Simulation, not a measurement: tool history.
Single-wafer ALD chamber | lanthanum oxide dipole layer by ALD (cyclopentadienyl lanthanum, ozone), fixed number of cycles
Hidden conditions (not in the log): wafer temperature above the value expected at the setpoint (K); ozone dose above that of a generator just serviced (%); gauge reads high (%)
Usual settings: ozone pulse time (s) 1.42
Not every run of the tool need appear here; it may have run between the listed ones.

run,hour,ozone pulse time (s),wafers since the last listed run,hours since the last thermocouple change,hours since the last ozone generator service,hours since the showerhead was replaced,hours since the gauge calibration,"read-back reference wafer on the same gauge, thickness_nm",mean film thickness on the monitor wafer (Å)
1,0.0,1.17,0,2097.7,493.6,6902.0,162.6,0.606,5.51
2,14.2,0.97,256,2111.9,507.8,6916.2,176.8,0.606,5.31
3,32.1,0.97,323,2129.8,525.7,6934.1,194.7,0.606,5.34
# hour 45.2: gauge calibrated
4,46.9,1.42,267,2144.6,540.5,6948.9,1.7,0.606,5.68
5,57.0,1.42,182,2154.7,550.6,6959.0,11.8,0.606,5.68
6,75.0,1.42,325,2172.7,568.6,6977.0,29.8,0.606,5.63
# hour 98.6: ozone generator serviced
# hour 103.5: thermocouple changed; heater temperature recalibrated
7,104.0,1.42,289,0.5,5.4,7006.0,58.8,0.606,5.67
8,117.2,1.42,238,13.7,18.6,7019.2,72.0,0.606,5.62
# hour 133.9: showerhead replaced
9,134.4,1.42,166,30.9,35.8,0.5,89.2,0.606,5.68
10,144.5,1.42,182,41.0,45.9,10.6,99.3,0.606,5.63
11,152.1,1.42,137,48.6,53.5,18.2,106.9,0.605,5.61
12,166.1,1.42,252,62.6,67.5,32.2,120.9,0.606,5.65
13,182.7,1.03,299,79.2,84.1,48.8,137.5,0.606,5.37
14,198.5,1.42,285,95.0,99.9,64.6,153.3,0.606,5.62
15,213.3,1.23,267,109.8,114.7,79.4,168.1,0.606,5.54
16,223.5,0.91,184,120.0,124.9,89.6,178.3,0.606,5.31
# hour 234.1: gauge calibrated
17,241.3,1.98,321,137.8,142.7,107.4,7.2,0.606,5.83
18,250.4,0.99,164,146.9,151.8,116.5,16.3,0.606,5.33
19,263.4,1.90,234,159.9,164.8,129.5,29.3,0.606,5.82
20,271.7,1.83,149,168.2,173.1,137.8,37.6,0.605,5.82
21,285.9,1.73,256,182.4,187.3,152.0,51.8,0.606,5.78
22,294.7,0.96,159,191.2,196.1,160.8,60.6,0.606,5.30
23,310.4,1.22,283,206.9,211.8,176.5,76.3,0.605,5.52

Alternative continuations, all from the tool just after run 23; predict every row:
A,310.8,1.42,7,207.3,212.2,176.9,76.7,?,?
B,310.8,1.13,7,207.3,212.2,176.9,76.7,?,?
C,310.8,1.93,7,207.3,212.2,176.9,76.7,?,?
D,310.8,1.19,7,207.3,212.2,176.9,76.7,?,?
E,310.8,1.65,7,207.3,212.2,176.9,76.7,?,?

run,"read-back reference wafer on the same gauge, thickness_nm",mean film thickness on the monitor wafer (Å)
A,0.606,5.66
B,0.606,5.48
C,0.606,5.84
D,0.606,5.52
E,0.606,5.75
What these runs would have given with no unlogged condition in the tool:
run,mean film thickness on the monitor wafer (Å)
A,5.66
B,5.48
C,5.84
D,5.52
E,5.75
